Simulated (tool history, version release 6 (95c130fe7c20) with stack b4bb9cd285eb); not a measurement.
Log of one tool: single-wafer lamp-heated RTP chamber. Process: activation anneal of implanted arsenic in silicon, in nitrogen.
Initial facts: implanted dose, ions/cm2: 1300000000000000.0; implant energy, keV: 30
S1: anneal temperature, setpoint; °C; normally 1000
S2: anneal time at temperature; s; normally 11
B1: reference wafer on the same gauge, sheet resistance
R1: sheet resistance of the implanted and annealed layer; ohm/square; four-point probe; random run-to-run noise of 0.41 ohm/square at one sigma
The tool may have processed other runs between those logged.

run,hour,S1,S2,B1,R1
1,0.0,1000,11,98.07,107.44
2,68.7,1000,11,97.97,106.73
3,137.8,1023,10,97.98,105.31
4,181.7,1023,10,98.07,105.02
5,249.0,1000,11,98.03,107.09
6,310.7,1000,11,98.00,106.76
7,377.3,1000,11,98.06,105.80
8,443.9,1000,11,97.99,104.75
# hour 462.2: pyrometer window cleaned and pyrometer calibrated
9,471.3,1000,11,97.98,108.34
# hour 535.8: reflector plate cleaned
10,538.4,1000,11,98.07,108.00
11,582.6,991,15,98.03,107.20
12,645.5,991,15,98.02,106.80
13,695.1,1000,15,98.00,105.46
14,731.8,1000,15,97.99,105.01
15,796.4,974,8,97.96,115.54
16,861.5,987,7,98.05,112.66
# hour 900.1: pyrometer window cleaned and pyrometer calibrated
17,900.6,973,8,98.02,117.51
18,936.5,1026,15,98.11,101.84
19,962.6,1009,14,97.98,104.57
20,1020.7,1009,14,98.11,103.64
21,1051.0,1010,11,97.98,105.33
# hour 1061.4: gauge calibrated
# hour 1101.6: reflector plate cleaned
22,1229.0,1009,16,97.98,102.92
23,1261.4,986,11,97.96,109.10
24,1295.6,1000,13,98.00,105.53
# hour 1310.4: pyrometer window cleaned and pyrometer calibrated
25,1331.1,1000,11,97.99,108.13
26,1391.4,990,16,98.01,107.01
27,1416.1,977,6,98.00,118.24
28,1559.7,1000,11,98.01,106.51
29,1625.3,1030,8,98.03,104.03
# hour 1696.7: pyrometer window cleaned and pyrometer calibrated
30,1697.2,1023,11,98.01,104.24
# hour 1756.6: reflector plate cleaned
31,1764.7,971,5,98.02,121.44
32,1832.2,983,16,97.94,108.63
33,1884.4,1017,5,98.03,109.86
34,1919.7,1000,11,97.96,107.24
35,1965.0,1000,11,98.03,107.80

5 ways to go on from here, each from the tool as it stands after run 35. What would each give?
A,1965.4,1000,11,?,?
B,1965.4,1025,14,?,?
C,1965.4,1000,16,?,?
D,1965.4,1015,17,?,?
E,1965.4,989,11,?,?

run,B1,R1
A,98.06,107.17
B,98.06,101.88
C,98.06,104.71
D,98.06,102.15
E,98.06,109.31
Take away the tool's hidden state, keep each run's random variation, and the runs would have read:
run,R1
A,108.07
B,102.63
C,105.52
D,102.87
E,110.51
